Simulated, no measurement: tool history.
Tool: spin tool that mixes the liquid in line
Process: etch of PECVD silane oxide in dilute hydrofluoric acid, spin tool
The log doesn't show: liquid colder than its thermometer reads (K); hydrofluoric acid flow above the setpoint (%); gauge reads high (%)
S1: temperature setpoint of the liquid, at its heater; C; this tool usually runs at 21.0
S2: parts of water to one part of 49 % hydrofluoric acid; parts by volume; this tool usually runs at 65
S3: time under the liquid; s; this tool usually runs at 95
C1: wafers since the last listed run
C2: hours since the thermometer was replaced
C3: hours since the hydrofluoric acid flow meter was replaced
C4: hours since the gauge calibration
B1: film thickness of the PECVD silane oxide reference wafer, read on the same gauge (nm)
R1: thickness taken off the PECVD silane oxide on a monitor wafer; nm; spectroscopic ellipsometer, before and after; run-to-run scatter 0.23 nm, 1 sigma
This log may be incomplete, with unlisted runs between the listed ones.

run     day    S1  S2   S3    C1      C2      C3     C4      B1     R1
  1   0.000  21.0  65   95     0   559.2  1136.8  468.4  120.01  27.89
  2   1.429  21.0  65   95   296   593.5  1171.1  502.7  120.02  28.62
  3   2.512  21.0  65   95   224   619.5  1197.1  528.7  120.02  27.90
  4  11.117  21.0  65   95  1784   826.0  1403.6  735.2  120.00  28.62
     13.592  -- gauge calibrated
  5  13.617  21.0  65  130   518   886.0  1463.6    0.6  119.98  39.37
  6  14.725  21.0  65   95   229   912.6  1490.2   27.2  119.99  29.01
  7  17.258  21.0  65   95   525   973.4  1551.0   88.0  120.00  29.07
  8  19.583  21.0  65   95   482  1029.2  1606.8  143.8  120.01  28.94
  9  21.883  21.0  60   95   476  1084.4  1662.0  199.0  119.96  31.68
 10  23.475  21.0  65   95   330  1122.6  1700.2  237.2  120.02  29.31
 11  24.775  21.0  65   95   269  1153.8  1731.4  268.4  119.98  29.22
     25.925  -- hydrofluoric acid flow meter replaced
 12  30.162  21.0  65   95  1108  1283.1   101.7  397.7  120.02  26.67
 13  31.833  21.0  65   95   346  1323.2   141.8  437.8  119.99  26.28
 14  34.308  21.0  65   95   513  1382.6   201.2  497.2  120.02  26.68
 15  37.046  19.0  65  130   567  1448.3   266.9  562.9  120.02  33.71
     39.138  -- thermometer replaced
 16  39.796  21.0  65   95   561    15.8   332.9  628.9  119.99  26.94
 17  40.900  21.0  65   95   228    42.3   359.4  655.4  120.02  26.95
 18  43.621  18.5  65   95   564   107.6   424.7  720.7  120.02  24.54

Run 19 is up next; what results do you expect?
 19  45.900  17.0  45  95  472  162.3  479.4  775.4   ?   ?

{"run 19": {"B1": 119.95, "R1": 33.96}}
Were there no unlogged condition in the tool, this run, its random variation unchanged, would have produced R1 32.97 nm.

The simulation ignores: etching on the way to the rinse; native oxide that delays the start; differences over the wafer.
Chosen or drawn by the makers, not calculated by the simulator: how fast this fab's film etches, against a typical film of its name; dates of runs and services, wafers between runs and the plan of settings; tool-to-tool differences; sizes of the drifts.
